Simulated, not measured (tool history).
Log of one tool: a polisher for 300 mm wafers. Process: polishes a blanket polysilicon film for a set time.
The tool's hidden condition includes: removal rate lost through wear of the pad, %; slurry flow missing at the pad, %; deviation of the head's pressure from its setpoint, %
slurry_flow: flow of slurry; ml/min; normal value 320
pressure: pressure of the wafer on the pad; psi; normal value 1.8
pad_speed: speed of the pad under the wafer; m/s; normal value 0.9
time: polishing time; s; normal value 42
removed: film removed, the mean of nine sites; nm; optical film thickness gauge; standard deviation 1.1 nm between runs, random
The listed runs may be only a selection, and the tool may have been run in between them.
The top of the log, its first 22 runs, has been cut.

run	hour	slurry_flow	pressure	pad_speed	time	wafers since the last listed run	wafers polished on this pad	hours since the slurry nozzle was cleaned	hours since the head pressure was calibrated	incoming thickness of the incoming film, nm	removed
# hour 262.9: slurry nozzle cleaned
# hour 269.3: worn pad replaced by a new one
23	269.8	320	1.8	0.7	42	32	3	6.9	61.4	1285.4	159.7
24	281.2	270	2.4	1.12	42	77	81	18.3	72.8	1259.5	289
# hour 284.1: head pressure recalibrated, repeated, since the last time left the tool worse
25	290.8	320	1.8	0.9	42	51	133	27.9	6.7	1282.8	171.1
26	307.5	215	1.8	0.9	35	114	247	44.6	23.4	1264.8	137.3
27	315.8	415	1.8	0.9	42	56	304	52.9	31.7	1275.1	173.4
28	331.2	380	1.8	0.78	56	105	409	68.3	47.1	1279.6	208.5
29	343.6	320	1.8	0.9	42	84	494	80.7	59.5	1278.3	170
30	360.9	320	1.8	1.06	42	118	612	98	76.8	1268.4	192
31	376.2	320	1.8	0.9	42	104	717	113.3	92.1	1279.2	169.8
32	393.8	320	1.8	0.9	30	120	837	130.9	109.7	1266	122.7
# hour 404.2: worn pad replaced by a new one
33	407.2	245	2.3	0.76	42	64	20	144.3	123.1	1279.4	189.5
34	416.6	420	1.8	0.9	27	64	84	153.7	132.5	1267.2	112.3
35	434	245	1.4	0.58	31	119	203	171.1	149.9	1269.5	73.5
36	441.5	320	2.3	0.9	42	51	254	178.6	157.4	1244.5	215.3
37	453.3	405	1.8	0.76	47	80	335	190.4	169.2	1275.6	175.7
38	487.7	320	1.8	0.9	42	235	570	224.8	203.6	1280.4	172.2

What if the next run were any one of these 3? Each begins from the tool's condition after run 38:
A	488.1	225	1.8	0.9	42	2	573	225.2	204	1271.5	?
B	488.1	410	1.8	1.1	42	2	573	225.2	204	1271.5	?
C	488.1	280	1.5	0.9	56	2	573	225.2	204	1271.5	?

run	removed
A	167.7
B	201.2
C	191.4
With the hidden condition removed and each run's random variation left untouched, the same runs would have given:
run	removed
A	166.8
B	200.2
C	190.4
